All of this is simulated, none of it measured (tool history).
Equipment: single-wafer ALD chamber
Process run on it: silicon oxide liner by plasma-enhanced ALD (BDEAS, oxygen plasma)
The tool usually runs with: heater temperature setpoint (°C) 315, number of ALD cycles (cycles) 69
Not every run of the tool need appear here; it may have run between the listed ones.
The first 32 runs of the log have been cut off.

run    hour  heater temperature setpoint (°C)  number of ALD cycles (cycles)  read-back reference wafer on the same gauge, thickness_nm  mean film thickness on the monitor wafer (nm)
 33  2836.4                               315                             69                                                      4.939                                          6.057
 34    2916                               301                             69                                                      4.942                                          6.169
 35  3009.9                               315                             69                                                      4.941                                          6.051
 36  3076.8                               308                             63                                                      4.937                                          5.577
 37  3282.7                               300                             56                                                      4.938                                          5.021
 38  3351.3                               315                             80                                                      4.941                                          7.044
 39  3445.5                               303                             55                                                      4.938                                          4.905
 40  3487.7                               326                             57                                                      4.939                                          4.929

Branching from run 40: 4 alternative next runs. What would each branch give?
  A  3488.2                               329                             69                                                          ?                                              ?
  B  3488.2                               327                             56                                                          ?                                              ?
  C  3488.2                               311                             65                                                          ?                                              ?
  D  3488.2                               326                             65                                                          ?                                              ?

run  read-back reference wafer on the same gauge, thickness_nm  mean film thickness on the monitor wafer (nm)
  A                                                      4.943                                          5.923
  B                                                      4.943                                          4.819
  C                                                      4.943                                          5.709
  D                                                      4.943                                          5.601
What these runs would have given with no unlogged condition in the tool:
run  mean film thickness on the monitor wafer (nm)
  A                                          5.923
  B                                          4.819
  C                                          5.709
  D                                          5.601

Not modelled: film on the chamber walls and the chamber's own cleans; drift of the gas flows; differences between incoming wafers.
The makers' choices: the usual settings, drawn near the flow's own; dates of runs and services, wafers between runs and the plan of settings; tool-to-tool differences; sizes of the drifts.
